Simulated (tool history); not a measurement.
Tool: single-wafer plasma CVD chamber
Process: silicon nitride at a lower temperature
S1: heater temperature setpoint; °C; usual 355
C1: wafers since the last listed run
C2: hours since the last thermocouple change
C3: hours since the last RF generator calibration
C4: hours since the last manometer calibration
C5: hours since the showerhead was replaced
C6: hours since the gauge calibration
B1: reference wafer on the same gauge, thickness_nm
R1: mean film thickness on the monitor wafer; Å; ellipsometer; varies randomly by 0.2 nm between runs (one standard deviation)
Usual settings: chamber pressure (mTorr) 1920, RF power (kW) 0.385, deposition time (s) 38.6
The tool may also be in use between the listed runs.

{"run": 1, "hour": 0.0, "S1": 355, "chamber pressure (mTorr)": 1920, "RF power (kW)": 0.385, "deposition time (s)": 41.9, "C1": 0, "C2": 1815, "C3": 1343.1, "C4": 695.6, "C5": 1449.5, "C6": 407.3, "B1": 62.842, "R1": 574.6}
{"run": 2, "hour": 56.2, "S1": 355, "chamber pressure (mTorr)": 1920, "RF power (kW)": 0.385, "deposition time (s)": 41.9, "C1": 1480, "C2": 1871.2, "C3": 1399.3, "C4": 751.8, "C5": 1505.7, "C6": 463.5, "B1": 62.826, "R1": 575.34}
{"run": 3, "hour": 95.2, "S1": 355, "chamber pressure (mTorr)": 2300, "RF power (kW)": 0.385, "deposition time (s)": 38.6, "C1": 1027, "C2": 1910.2, "C3": 1438.3, "C4": 790.8, "C5": 1544.7, "C6": 502.5, "B1": 62.764, "R1": 554.78}
{"run": 4, "hour": 142.6, "S1": 355, "chamber pressure (mTorr)": 2300, "RF power (kW)": 0.385, "deposition time (s)": 38.6, "C1": 1248, "C2": 1957.6, "C3": 1485.7, "C4": 838.2, "C5": 1592.1, "C6": 549.9, "B1": 62.884, "R1": 555.7}
{"run": 5, "hour": 226.0, "S1": 355, "chamber pressure (mTorr)": 1920, "RF power (kW)": 0.44, "deposition time (s)": 38.6, "C1": 2197, "C2": 2041, "C3": 1569.1, "C4": 921.6, "C5": 1675.5, "C6": 633.3, "B1": 62.802, "R1": 596.33}
{"hour": 251.4, "done": "capacitance manometer re-zeroed and calibrated"}
{"run": 6, "hour": 272.8, "S1": 355, "chamber pressure (mTorr)": 1920, "RF power (kW)": 0.44, "deposition time (s)": 38.6, "C1": 1022, "C2": 2087.8, "C3": 1615.9, "C4": 21.4, "C5": 1722.3, "C6": 680.1, "B1": 62.816, "R1": 571.66}
{"run": 7, "hour": 321.8, "S1": 355, "chamber pressure (mTorr)": 1920, "RF power (kW)": 0.385, "deposition time (s)": 38.6, "C1": 1290, "C2": 2136.8, "C3": 1664.9, "C4": 70.4, "C5": 1771.3, "C6": 729.1, "B1": 62.761, "R1": 519.24}
{"run": 8, "hour": 400.8, "S1": 355, "chamber pressure (mTorr)": 1920, "RF power (kW)": 0.385, "deposition time (s)": 38.6, "C1": 2081, "C2": 2215.8, "C3": 1743.9, "C4": 149.4, "C5": 1850.3, "C6": 808.1, "B1": 62.895, "R1": 521.38}
{"run": 9, "hour": 470.3, "S1": 355, "chamber pressure (mTorr)": 1920, "RF power (kW)": 0.385, "deposition time (s)": 38.6, "C1": 1831, "C2": 2285.3, "C3": 1813.4, "C4": 218.9, "C5": 1919.8, "C6": 877.6, "B1": 62.785, "R1": 524.99}
{"run": 10, "hour": 510.9, "S1": 355, "chamber pressure (mTorr)": 1920, "RF power (kW)": 0.385, "deposition time (s)": 38.6, "C1": 1069, "C2": 2325.9, "C3": 1854, "C4": 259.5, "C5": 1960.4, "C6": 918.2, "B1": 62.713, "R1": 521.67}
{"hour": 579.8, "done": "thermocouple changed; heater temperature recalibrated"}
{"run": 11, "hour": 616.6, "S1": 355, "chamber pressure (mTorr)": 1920, "RF power (kW)": 0.385, "deposition time (s)": 38.6, "C1": 2573, "C2": 36.8, "C3": 1959.7, "C4": 365.2, "C5": 2066.1, "C6": 1023.9, "B1": 62.765, "R1": 525.66}
{"hour": 680.6, "done": "RF generator calibrated"}
{"run": 12, "hour": 681.1, "S1": 355, "chamber pressure (mTorr)": 1920, "RF power (kW)": 0.385, "deposition time (s)": 38.6, "C1": 1488, "C2": 101.3, "C3": 0.5, "C4": 429.7, "C5": 2130.6, "C6": 1088.4, "B1": 62.824, "R1": 531.3}
{"hour": 756.2, "done": "gauge calibrated"}
{"run": 13, "hour": 770.1, "S1": 355, "chamber pressure (mTorr)": 1920, "RF power (kW)": 0.385, "deposition time (s)": 38.6, "C1": 2344, "C2": 190.3, "C3": 89.5, "C4": 518.7, "C5": 2219.6, "C6": 13.9, "B1": 62.795, "R1": 535.57}
{"run": 14, "hour": 844.9, "S1": 355, "chamber pressure (mTorr)": 1920, "RF power (kW)": 0.385, "deposition time (s)": 38.6, "C1": 1970, "C2": 265.1, "C3": 164.3, "C4": 593.5, "C5": 2294.4, "C6": 88.7, "B1": 62.669, "R1": 533.41}
{"run": 15, "hour": 894.3, "S1": 355, "chamber pressure (mTorr)": 1920, "RF power (kW)": 0.385, "deposition time (s)": 38.6, "C1": 1301, "C2": 314.5, "C3": 213.7, "C4": 642.9, "C5": 2343.8, "C6": 138.1, "B1": 62.751, "R1": 537.97}
{"run": 16, "hour": 975.4, "S1": 355, "chamber pressure (mTorr)": 1920, "RF power (kW)": 0.41, "deposition time (s)": 35.2, "C1": 2136, "C2": 395.6, "C3": 294.8, "C4": 724, "C5": 2424.9, "C6": 219.2, "B1": 62.814, "R1": 512.79}
{"run": 17, "hour": 1034.4, "S1": 355, "chamber pressure (mTorr)": 1920, "RF power (kW)": 0.385, "deposition time (s)": 38.6, "C1": 1554, "C2": 454.6, "C3": 353.8, "C4": 783, "C5": 2483.9, "C6": 278.2, "B1": 62.792, "R1": 533.76}
{"run": 18, "hour": 1124.2, "S1": 355, "chamber pressure (mTorr)": 1920, "RF power (kW)": 0.385, "deposition time (s)": 38.6, "C1": 2365, "C2": 544.4, "C3": 443.6, "C4": 872.8, "C5": 2573.7, "C6": 368, "B1": 62.798, "R1": 534.6}
{"hour": 1154.5, "done": "showerhead replaced"}
{"hour": 1182.8, "done": "capacitance manometer re-zeroed and calibrated"}
{"run": 19, "hour": 1213.3, "S1": 342, "chamber pressure (mTorr)": 2230, "RF power (kW)": 0.36, "deposition time (s)": 43.2, "C1": 1925, "C2": 633.5, "C3": 532.7, "C4": 30.5, "C5": 58.8, "C6": 457.1, "B1": 62.76, "R1": 579.26}
{"run": 20, "hour": 1300.0, "S1": 368, "chamber pressure (mTorr)": 1920, "RF power (kW)": 0.385, "deposition time (s)": 38.6, "C1": 2284, "C2": 720.2, "C3": 619.4, "C4": 117.2, "C5": 145.5, "C6": 543.8, "B1": 62.79, "R1": 525.38}
{"run": 21, "hour": 1349.6, "S1": 355, "chamber pressure (mTorr)": 2340, "RF power (kW)": 0.315, "deposition time (s)": 32.9, "C1": 1306, "C2": 769.8, "C3": 669, "C4": 166.8, "C5": 195.1, "C6": 593.4, "B1": 62.774, "R1": 400.56}
{"run": 22, "hour": 1424.0, "S1": 355, "chamber pressure (mTorr)": 2290, "RF power (kW)": 0.33, "deposition time (s)": 36.7, "C1": 1960, "C2": 844.2, "C3": 743.4, "C4": 241.2, "C5": 269.5, "C6": 667.8, "B1": 62.84, "R1": 464.12}
{"run": 23, "hour": 1468.2, "S1": 355, "chamber pressure (mTorr)": 1920, "RF power (kW)": 0.455, "deposition time (s)": 38.6, "C1": 1164, "C2": 888.4, "C3": 787.6, "C4": 285.4, "C5": 313.7, "C6": 712, "B1": 62.754, "R1": 599.37}
{"run": 24, "hour": 1525.2, "S1": 355, "chamber pressure (mTorr)": 1920, "RF power (kW)": 0.385, "deposition time (s)": 46.3, "C1": 1501, "C2": 945.4, "C3": 844.6, "C4": 342.4, "C5": 370.7, "C6": 769, "B1": 62.872, "R1": 636.66}
{"run": 25, "hour": 1616.7, "S1": 345, "chamber pressure (mTorr)": 1920, "RF power (kW)": 0.32, "deposition time (s)": 38.6, "C1": 2410, "C2": 1036.9, "C3": 936.1, "C4": 433.9, "C5": 462.2, "C6": 860.5, "B1": 62.86, "R1": 452.54}
{"run": 26, "hour": 1693.3, "S1": 355, "chamber pressure (mTorr)": 1920, "RF power (kW)": 0.32, "deposition time (s)": 44.5, "C1": 2018, "C2": 1113.5, "C3": 1012.7, "C4": 510.5, "C5": 538.8, "C6": 937.1, "B1": 62.819, "R1": 519.82}
{"run": 27, "hour": 1800.8, "S1": 355, "chamber pressure (mTorr)": 1920, "RF power (kW)": 0.32, "deposition time (s)": 38.6, "C1": 2832, "C2": 1221, "C3": 1120.2, "C4": 618, "C5": 646.3, "C6": 1044.6, "B1": 62.789, "R1": 449.3}

Below are 5 alternative next runs, each starting from the tool's condition after run 27. Predict each:
{"run": "A", "hour": 1801.2, "S1": 355, "chamber pressure (mTorr)": 1920, "RF power (kW)": 0.385, "deposition time (s)": 38.6, "C1": 10, "C2": 1221.4, "C3": 1120.6, "C4": 618.4, "C5": 646.7, "C6": 1045, "B1": "?", "R1": "?"}
{"run": "B", "hour": 1801.2, "S1": 366, "chamber pressure (mTorr)": 1480, "RF power (kW)": 0.33, "deposition time (s)": 34.7, "C1": 10, "C2": 1221.4, "C3": 1120.6, "C4": 618.4, "C5": 646.7, "C6": 1045, "B1": "?", "R1": "?"}
{"run": "C", "hour": 1801.2, "S1": 361, "chamber pressure (mTorr)": 1920, "RF power (kW)": 0.425, "deposition time (s)": 38.6, "C1": 10, "C2": 1221.4, "C3": 1120.6, "C4": 618.4, "C5": 646.7, "C6": 1045, "B1": "?", "R1": "?"}
{"run": "D", "hour": 1801.2, "S1": 350, "chamber pressure (mTorr)": 2340, "RF power (kW)": 0.445, "deposition time (s)": 35.9, "C1": 10, "C2": 1221.4, "C3": 1120.6, "C4": 618.4, "C5": 646.7, "C6": 1045, "B1": "?", "R1": "?"}
{"run": "E", "hour": 1801.2, "S1": 355, "chamber pressure (mTorr)": 1920, "RF power (kW)": 0.365, "deposition time (s)": 38.6, "C1": 10, "C2": 1221.4, "C3": 1120.6, "C4": 618.4, "C5": 646.7, "C6": 1045, "B1": "?", "R1": "?"}

run=A B1=62.758 R1=530.2
run=B B1=62.758 R1=379.4
run=C B1=62.758 R1=572.26
run=D B1=62.758 R1=586.08
run=E B1=62.758 R1=506.7
Without the tool's unlogged condition, the same runs would have read:
run=A R1=529.69
run=B R1=378.59
run=C R1=570.98
run=D R1=586.54
run=E R1=506.2

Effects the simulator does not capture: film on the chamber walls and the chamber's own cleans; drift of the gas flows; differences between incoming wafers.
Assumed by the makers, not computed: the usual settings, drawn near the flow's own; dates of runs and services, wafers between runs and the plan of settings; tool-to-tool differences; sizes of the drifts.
